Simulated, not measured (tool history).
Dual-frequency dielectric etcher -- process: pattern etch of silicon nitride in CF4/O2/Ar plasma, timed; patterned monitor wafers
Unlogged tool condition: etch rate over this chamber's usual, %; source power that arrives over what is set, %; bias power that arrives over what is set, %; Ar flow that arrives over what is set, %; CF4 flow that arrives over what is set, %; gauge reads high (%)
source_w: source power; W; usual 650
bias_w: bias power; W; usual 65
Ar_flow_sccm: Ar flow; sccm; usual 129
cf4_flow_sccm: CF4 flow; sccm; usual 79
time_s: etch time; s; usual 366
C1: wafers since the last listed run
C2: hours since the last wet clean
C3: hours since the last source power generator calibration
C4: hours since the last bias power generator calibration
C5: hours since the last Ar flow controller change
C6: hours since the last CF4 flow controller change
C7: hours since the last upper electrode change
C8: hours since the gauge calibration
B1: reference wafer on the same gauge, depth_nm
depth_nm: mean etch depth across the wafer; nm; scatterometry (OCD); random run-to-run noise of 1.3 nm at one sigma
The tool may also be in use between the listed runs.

Run 1, hour 0: usual settings but source_w 710 W, bias_w 72 W; C1 0; C2 2.6; C3 4858.2; C4 4991.1; C5 4234.5; C6 0.9; C7 2600.5; C8 250.1; B1 766.9. Result: depth_nm 1002.5 nm.
Run 2, hour 9.1: usual settings but source_w 710 W, bias_w 72 W; C1 39; C2 11.7; C3 4867.3; C4 5000.2; C5 4243.6; C6 10; C7 2609.6; C8 259.2; B1 767.5. Result: depth_nm 1000.4 nm.
At hour 17.3: bias power generator calibrated.
Run 3, hour 24.6: usual settings; C1 49; C2 27.2; C3 4882.8; C4 7.3; C5 4259.1; C6 25.5; C7 2625.1; C8 274.7; B1 767.1. Result: depth_nm 895 nm.
Run 4, hour 42.1: usual settings; C1 75; C2 44.7; C3 4900.3; C4 24.8; C5 4276.6; C6 43; C7 2642.6; C8 292.2; B1 766.9. Result: depth_nm 892.8 nm.
At hour 42.8: gauge calibrated.
Run 5, hour 48.3: usual settings; C1 26; C2 50.9; C3 4906.5; C4 31; C5 4282.8; C6 49.2; C7 2648.8; C8 5.5; B1 766.8. Result: depth_nm 893.2 nm.
At hour 56.5: Ar flow controller replaced.
Run 6, hour 59.9: usual settings; C1 24; C2 62.5; C3 4918.1; C4 42.6; C5 3.4; C6 60.8; C7 2660.4; C8 17.1; B1 767. Result: depth_nm 893.8 nm.
Run 7, hour 71.6: usual settings; C1 50; C2 74.2; C3 4929.8; C4 54.3; C5 15.1; C6 72.5; C7 2672.1; C8 28.8; B1 766.8. Result: depth_nm 889.8 nm.
Run 8, hour 82.5: usual settings but source_w 730 W, Ar_flow_sccm 146 sccm, cf4_flow_sccm 88 sccm, time_s 325 s; C1 46; C2 85.1; C3 4940.7; C4 65.2; C5 26; C6 83.4; C7 2683; C8 39.7; B1 767.1. Result: depth_nm 877.2 nm.
Run 9, hour 92.9: usual settings; C1 44; C2 95.5; C3 4951.1; C4 75.6; C5 36.4; C6 93.8; C7 2693.4; C8 50.1; B1 767.3. Result: depth_nm 892.5 nm.
Run 10, hour 101.7: usual settings but cf4_flow_sccm 88 sccm, time_s 289.5 s; C1 37; C2 104.3; C3 4959.9; C4 84.4; C5 45.2; C6 102.6; C7 2702.2; C8 58.9; B1 766.9. Result: depth_nm 716.8 nm.
Run 11, hour 117: usual settings but source_w 790 W, bias_w 49 W, Ar_flow_sccm 98 sccm, time_s 430 s; C1 65; C2 119.6; C3 4975.2; C4 99.7; C5 60.5; C6 117.9; C7 2717.5; C8 74.2; B1 767. Result: depth_nm 1214.5 nm.
At hour 141: upper electrode replaced.
At hour 141.9: source power generator calibrated.
Run 12, hour 142.4: usual settings but source_w 750 W, bias_w 74 W, cf4_flow_sccm 62 sccm; C1 2; C2 145; C3 0.5; C4 125.1; C5 85.9; C6 143.3; C7 1.4; C8 99.6; B1 766.8. Result: depth_nm 1018.9 nm.
Run 13, hour 142.8: usual settings; C1 1; C2 145.4; C3 0.9; C4 125.5; C5 86.3; C6 143.7; C7 1.8; C8 100; B1 766.8. Result: depth_nm 890.1 nm.
Run 14, hour 148.8: usual settings but bias_w 71 W, Ar_flow_sccm 121 sccm, cf4_flow_sccm 87 sccm; C1 25; C2 151.4; C3 6.9; C4 131.5; C5 92.3; C6 149.7; C7 7.8; C8 106; B1 766.9. Result: depth_nm 937.1 nm.
Run 15, hour 194.3: usual settings but source_w 800 W, time_s 336.5 s; C1 195; C2 196.9; C3 52.4; C4 177; C5 137.8; C6 195.2; C7 53.3; C8 151.5; B1 766.8. Result: depth_nm 988.9 nm.
Run 16, hour 206.6: usual settings but Ar_flow_sccm 140 sccm, time_s 316.5 s; C1 52; C2 209.2; C3 64.7; C4 189.3; C5 150.1; C6 207.5; C7 65.6; C8 163.8; B1 767. Result: depth_nm 758.6 nm.
Run 17, hour 221.6: usual settings but source_w 780 W; C1 64; C2 224.2; C3 79.7; C4 204.3; C5 165.1; C6 222.5; C7 80.6; C8 178.8; B1 766.8. Result: depth_nm 1052.3 nm.
Run 18, hour 228.8: usual settings but source_w 790 W, bias_w 49 W, Ar_flow_sccm 98 sccm, time_s 430 s; C1 31; C2 231.4; C3 86.9; C4 211.5; C5 172.3; C6 229.7; C7 87.8; C8 186; B1 767. Result: depth_nm 1211.4 nm.
Run 19, hour 245.5: usual settings but cf4_flow_sccm 85 sccm; C1 71; C2 248.1; C3 103.6; C4 228.2; C5 189; C6 246.4; C7 104.5; C8 202.7; B1 766.8. Result: depth_nm 894.6 nm.
Run 20, hour 261.4: usual settings but Ar_flow_sccm 114 sccm, cf4_flow_sccm 86 sccm, time_s 424 s; C1 68; C2 264; C3 119.5; C4 244.1; C5 204.9; C6 262.3; C7 120.4; C8 218.6; B1 767.2. Result: depth_nm 1060.6 nm.
Run 21, hour 273.8: usual settings but bias_w 74 W, Ar_flow_sccm 115 sccm; C1 53; C2 276.4; C3 131.9; C4 256.5; C5 217.3; C6 274.7; C7 132.8; C8 231; B1 767.1. Result: depth_nm 939.9 nm.
Run 22, hour 298.2: usual settings but source_w 710 W, bias_w 70 W, cf4_flow_sccm 92 sccm, time_s 474.5 s; C1 105; C2 300.8; C3 156.3; C4 280.9; C5 241.7; C6 299.1; C7 157.2; C8 255.4; B1 767.1. Result: depth_nm 1304.7 nm.

3 options for the next run, each taken on its own from the tool as it stands now. Forecast them:
Run A, hour 298.7: usual settings but Ar_flow_sccm 117 sccm; C1 2; C2 301.3; C3 156.8; C4 281.4; C5 242.2; C6 299.6; C7 157.7; C8 255.9; B1 ?. Result: depth_nm ?.
Run B, hour 298.7: usual settings but source_w 520 W, cf4_flow_sccm 71 sccm; C1 2; C2 301.3; C3 156.8; C4 281.4; C5 242.2; C6 299.6; C7 157.7; C8 255.9; B1 ?. Result: depth_nm ?.
Run C, hour 298.7: usual settings but Ar_flow_sccm 152 sccm, cf4_flow_sccm 74 sccm; C1 2; C2 301.3; C3 156.8; C4 281.4; C5 242.2; C6 299.6; C7 157.7; C8 255.9; B1 ?. Result: depth_nm ?.

run     B1  depth_nm
  A  766.9     897.5
  B  766.9     707.1
  C  766.9       850
With the hidden condition removed and each run's random variation left untouched, the same runs would have given:
run  depth_nm
  A     909.5
  B     716.5
  C     861.3
